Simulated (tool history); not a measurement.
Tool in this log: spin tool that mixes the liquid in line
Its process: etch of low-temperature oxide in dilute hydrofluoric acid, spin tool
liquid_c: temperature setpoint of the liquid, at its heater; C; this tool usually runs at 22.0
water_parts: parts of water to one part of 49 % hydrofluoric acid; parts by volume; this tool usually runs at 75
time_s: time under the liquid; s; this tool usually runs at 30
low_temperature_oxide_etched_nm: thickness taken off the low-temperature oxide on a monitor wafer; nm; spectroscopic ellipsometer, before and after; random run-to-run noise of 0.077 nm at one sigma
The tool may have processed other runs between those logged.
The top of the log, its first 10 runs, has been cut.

run	hour	liquid_c	water_parts	time_s	wafers since the last listed run	hours since the thermometer was replaced	hours since the hydrofluoric acid flow meter was replaced	hours since the gauge calibration	read-back film thickness of the low-temperature oxide reference wafer, read on the same gauge (nm)	low_temperature_oxide_etched_nm
11	499.0	22.0	75	30	1122	1898.4	1758.5	822.5	29.29	10.39
12	629.2	22.0	75	30	2128	2028.6	1888.7	952.7	29.09	10.45
13	674.8	23.5	75	30	745	2074.2	1934.3	998.3	29.00	11.01
# hour 677.6: hydrofluoric acid flow meter replaced
14	773.7	23.5	75	30	1600	2173.1	96.1	1097.2	28.81	10.95
15	799.0	23.5	75	30	413	2198.4	121.4	1122.5	28.76	10.92
16	866.9	22.0	100	20	1109	2266.3	189.3	1190.4	28.59	4.88
17	902.5	26.5	75	45	581	2301.9	224.9	1226.0	28.49	18.12
18	926.8	26.5	90	50	397	2326.2	249.2	1250.3	28.47	16.62
19	964.4	22.0	75	35	614	2363.8	286.8	1287.9	28.38	11.93
20	1019.6	22.0	75	35	902	2419.0	342.0	1343.1	28.28	11.78
# hour 1044.4: gauge calibrated
21	1119.2	22.0	75	30	1627	2518.6	441.6	74.8	30.12	10.72
22	1170.6	22.0	110	30	840	2570.0	493.0	126.2	30.13	6.95
23	1213.9	22.0	75	25	707	2613.3	536.3	169.5	30.13	9.02
# hour 1236.1: thermometer replaced
24	1264.9	22.0	75	20	817	28.8	587.3	220.5	30.15	7.19
25	1308.2	19.0	60	35	707	72.1	630.6	263.8	30.04	14.04
26	1333.1	19.5	110	15	406	97.0	655.5	288.7	30.09	3.18
27	1368.7	23.5	85	35	581	132.6	691.1	324.3	30.05	11.69
28	1440.6	22.0	75	25	1175	204.5	763.0	396.2	29.99	9.01
29	1487.9	25.0	110	20	773	251.8	810.3	443.5	29.96	5.26
30	1513.4	20.0	115	20	416	277.3	835.8	469.0	29.96	4.13
31	1552.2	19.5	95	20	634	316.1	874.6	507.8	29.93	4.94
32	1599.4	25.5	95	30	771	363.3	921.8	555.0	29.87	9.48

5 ways to go on from here, each from the tool as it stands after run 32. What would each give?
A	1599.8	22.0	75	30	6	363.7	922.2	555.4	?	?
B	1599.8	17.0	75	25	6	363.7	922.2	555.4	?	?
C	1599.8	26.0	75	15	6	363.7	922.2	555.4	?	?
D	1599.8	20.5	55	35	6	363.7	922.2	555.4	?	?
E	1599.8	22.0	75	40	6	363.7	922.2	555.4	?	?

run	read-back film thickness of the low-temperature oxide reference wafer, read on the same gauge (nm)	low_temperature_oxide_etched_nm
A	29.86	10.64
B	29.86	7.19
C	29.86	6.25
D	29.86	16.29
E	29.86	14.18
The same runs, with their run-to-run variation unchanged, on a tool lacking any hidden condition would have given:
run	low_temperature_oxide_etched_nm
A	10.68
B	7.22
C	6.28
D	16.36
E	14.24
